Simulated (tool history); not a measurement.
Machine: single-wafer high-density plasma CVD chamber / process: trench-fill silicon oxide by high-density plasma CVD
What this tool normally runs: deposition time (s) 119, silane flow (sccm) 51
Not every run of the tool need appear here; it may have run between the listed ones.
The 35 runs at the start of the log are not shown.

run     day  deposition time (s)  silane flow (sccm)  wafers since the last listed run  hours since the silane flow controller was replaced  hours since the gauge calibration  read-back reference wafer on the same gauge, thickness_nm  mean film thickness on the monitor wafer (Å)
 36  68.979                  125                  43                               708                                                349.1                             2188.2                                                    492.192                                       5430.22
     71.475  -- gauge calibrated
 37  71.579                  141                  58                               943                                                411.5                                2.5                                                     492.38                                       7984.65
 38  73.129                  119                  51                               562                                                448.7                               39.7                                                    491.561                                       5975.17
 39  75.621                  132                  51                               903                                                508.5                               99.5                                                    491.584                                       6697.67
 40  78.062                  119                  51                               885                                                567.1                              158.1                                                    491.898                                       5962.31
 41  80.258                  136                  48                               796                                                619.8                              210.8                                                    491.968                                       6471.55
 42  81.892                  119                  51                               592                                                  659                                250                                                    492.596                                       5995.54
 43  84.058                   98                  51                               786                                                  711                                302                                                    491.963                                       4941.79
 44  91.579                  119                  51                              2728                                                891.5                              482.5                                                    492.179                                       5968.72
 45  93.454                  109                  45                               680                                                936.5                              527.5                                                    491.942                                       4955.05
 46  95.588                  110                  41                               773                                                987.7                              578.7                                                    492.074                                       4601.79

Forecast each of these 4 alternatives for the next run:
  A  95.604                  119                  51                                 6                                                988.1                              579.1                                                          ?                                             ?
  B  95.604                  104                  42                                 6                                                988.1                              579.1                                                          ?                                             ?
  C  95.604                  111                  42                                 6                                                988.1                              579.1                                                          ?                                             ?
  D  95.604                  119                  45                                 6                                                988.1                              579.1                                                          ?                                             ?

run  read-back reference wafer on the same gauge, thickness_nm  mean film thickness on the monitor wafer (Å)
  A                                                    491.769                                       6012.15
  B                                                    491.769                                       4444.24
  C                                                    491.769                                       4743.38
  D                                                    491.769                                       5394.21
Without the tool's hidden state the same runs would have given:
run  mean film thickness on the monitor wafer (Å)
  A                                       6012.15
  B                                       4444.24
  C                                       4743.38
  D                                       5394.21
